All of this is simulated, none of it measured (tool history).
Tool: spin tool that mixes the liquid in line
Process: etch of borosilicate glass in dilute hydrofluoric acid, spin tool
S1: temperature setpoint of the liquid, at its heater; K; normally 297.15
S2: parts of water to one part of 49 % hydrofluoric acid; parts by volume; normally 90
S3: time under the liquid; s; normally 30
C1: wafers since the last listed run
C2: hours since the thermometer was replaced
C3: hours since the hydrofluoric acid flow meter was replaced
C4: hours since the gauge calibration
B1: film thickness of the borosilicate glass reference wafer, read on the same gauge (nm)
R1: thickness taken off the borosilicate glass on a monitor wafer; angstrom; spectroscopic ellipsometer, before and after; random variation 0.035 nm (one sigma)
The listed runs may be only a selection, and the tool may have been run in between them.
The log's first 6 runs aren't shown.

At hour 429.1: thermometer replaced, repeated, since the last time left the tool worse.
Run 7, hour 503.0: usual settings; C1 1780; C2 73.9; C3 1330.4; C4 2611.6; B1 79.97. Result: R1 75.7 angstrom.
Run 8, hour 578.8: usual settings but S1 294.15 K; C1 1306; C2 149.7; C3 1406.2; C4 2687.4; B1 79.99. Result: R1 67.9 angstrom.
Run 9, hour 629.6: usual settings but S1 294.15 K; C1 875; C2 200.5; C3 1457.0; C4 2738.2; B1 80.01. Result: R1 67.7 angstrom.
Run 10, hour 727.8: usual settings; C1 1692; C2 298.7; C3 1555.2; C4 2836.4; B1 80.01. Result: R1 76.4 angstrom.
Run 11, hour 798.7: usual settings; C1 1222; C2 369.6; C3 1626.1; C4 2907.3; B1 80.00. Result: R1 76.3 angstrom.
Run 12, hour 889.4: usual settings; C1 1563; C2 460.3; C3 1716.8; C4 2998.0; B1 80.01. Result: R1 76.7 angstrom.
Run 13, hour 960.2: usual settings; C1 1220; C2 531.1; C3 1787.6; C4 3068.8; B1 80.02. Result: R1 77.9 angstrom.
Run 14, hour 1047.6: usual settings but S1 294.65 K, S3 35 s; C1 1506; C2 618.5; C3 1875.0; C4 3156.2; B1 79.99. Result: R1 82.0 angstrom.
Run 15, hour 1099.2: usual settings; C1 889; C2 670.1; C3 1926.6; C4 3207.8; B1 79.96. Result: R1 77.3 angstrom.
At hour 1165.8: gauge calibrated.
At hour 1184.1: hydrofluoric acid flow meter replaced.
Run 16, hour 1244.5: usual settings; C1 2487; C2 815.4; C3 60.4; C4 78.7; B1 79.99. Result: R1 77.1 angstrom.
Run 17, hour 1292.0: usual settings but S2 75 parts by volume; C1 818; C2 862.9; C3 107.9; C4 126.2; B1 79.99. Result: R1 95.8 angstrom.
Run 18, hour 1373.5: usual settings but S1 295.15 K, S2 115 parts by volume, S3 45 s; C1 1405; C2 944.4; C3 189.4; C4 207.7; B1 79.98. Result: R1 81.5 angstrom.
Run 19, hour 1436.3: usual settings but S1 295.15 K, S2 115 parts by volume, S3 15 s; C1 1082; C2 1007.2; C3 252.2; C4 270.5; B1 79.99. Result: R1 27.4 angstrom.
Run 20, hour 1487.2: usual settings but S1 300.15 K; C1 877; C2 1058.1; C3 303.1; C4 321.4; B1 79.98. Result: R1 86.7 angstrom.
Run 21, hour 1554.2: usual settings but S1 301.15 K, S2 125 parts by volume, S3 15 s; C1 1155; C2 1125.1; C3 370.1; C4 388.4; B1 80.01. Result: R1 31.2 angstrom.
Run 22, hour 1650.4: usual settings but S1 295.65 K, S2 110 parts by volume, S3 15 s; C1 1658; C2 1221.3; C3 466.3; C4 484.6; B1 79.98. Result: R1 29.5 angstrom.
Run 23, hour 1924.9: usual settings but S1 298.65 K, S2 120 parts by volume; C1 4732; C2 1495.8; C3 740.8; C4 759.1; B1 80.03. Result: R1 60.0 angstrom.

What does the tool deliver on the next run?
Run 24, hour 2008.9: usual settings; C1 1448; C2 1579.8; C3 824.8; C4 843.1; B1 ?. Result: R1 ?.

{"run 24": {"B1": 80.0, "R1": 78.6}}
Had the tool carried no hidden state, the very same run would have given R1 75.6 angstrom.
